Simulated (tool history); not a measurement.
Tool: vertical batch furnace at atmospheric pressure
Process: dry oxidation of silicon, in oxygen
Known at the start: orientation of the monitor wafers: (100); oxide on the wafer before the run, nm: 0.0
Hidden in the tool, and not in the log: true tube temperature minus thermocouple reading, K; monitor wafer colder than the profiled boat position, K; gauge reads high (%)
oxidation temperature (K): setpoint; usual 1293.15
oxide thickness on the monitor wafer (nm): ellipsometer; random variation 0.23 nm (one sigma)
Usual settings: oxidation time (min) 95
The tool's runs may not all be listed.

run,hour,oxidation temperature (K),oxidation time (min),wafers since the last listed run,hours since the last temperature calibration,hours since the boat lift was adjusted,hours since the gauge calibration,"read-back reference wafer on the same gauge, thickness",oxide thickness on the monitor wafer (nm)
1,0,1274.15,68,0,1626.5,3156.3,307.3,82.32,59.57
2,22.8,1274.15,68,198,1649.3,3179.1,330.1,82.25,59.73
3,41.1,1311.15,65.5,159,1667.6,3197.4,348.4,82.33,81.2
4,58.3,1311.15,65.5,149,1684.8,3214.6,365.6,82.3,81.54
5,67.6,1293.15,108,80,1694.1,3223.9,374.9,82.26,96.92
# hour 70.6: gauge calibrated
6,94.7,1293.15,108,235,1721.2,3251,24.1,82.32,96.92
7,110.9,1293.15,109,140,1737.4,3267.2,40.3,82.34,97.66
8,132.7,1293.15,109,189,1759.2,3289,62.1,82.33,98.02
9,155.2,1293.15,109,195,1781.7,3311.5,84.6,82.28,97.6
10,168.8,1304.15,85,118,1795.3,3325.1,98.2,82.3,91.74
11,190.6,1304.15,85,189,1817.1,3346.9,120,82.32,91.51
# hour 262.7: thermocouples replaced and temperature profile calibrated
12,263.2,1304.15,85,422,0.5,3419.5,192.6,82.31,88.2
13,268.6,1293.15,125,46,5.9,3424.9,198,82.36,103.9
14,280.4,1293.15,125,102,17.7,3436.7,209.8,82.31,103.77
15,296,1293.15,125,135,33.3,3452.3,225.4,82.31,103.64
16,305.1,1293.15,95,79,42.4,3461.4,234.5,82.33,85.7
17,319.1,1293.15,95,121,56.4,3475.4,248.5,82.38,86.38
18,335.6,1293.15,95,143,72.9,3491.9,265,82.28,86.27
19,356.1,1274.15,63.5,178,93.4,3512.4,285.5,82.26,55.22
20,370.8,1274.15,68,127,108.1,3527.1,300.2,82.25,57.78
21,378.9,1281.15,79,70,116.2,3535.2,308.3,82.33,68.59
22,386.6,1302.15,48,66,123.9,3542.9,316,82.34,59.93
# hour 389.7: gauge calibrated
23,408.3,1270.15,138,188,145.6,3564.6,18.6,82.28,90
# hour 446.5: boat lift adjusted
24,447,1293.15,95,127,184.3,0.5,57.3,82.35,86.51

Forecast run 25:
25,452.4,1293.15,109,46,189.7,5.9,62.7,?,?

read-back reference wafer on the same gauge, thickness: 82.34
oxide thickness on the monitor wafer (nm): 94.89
Without the tool's hidden state the same run would have given oxide thickness on the monitor wafer (nm) 93.57.
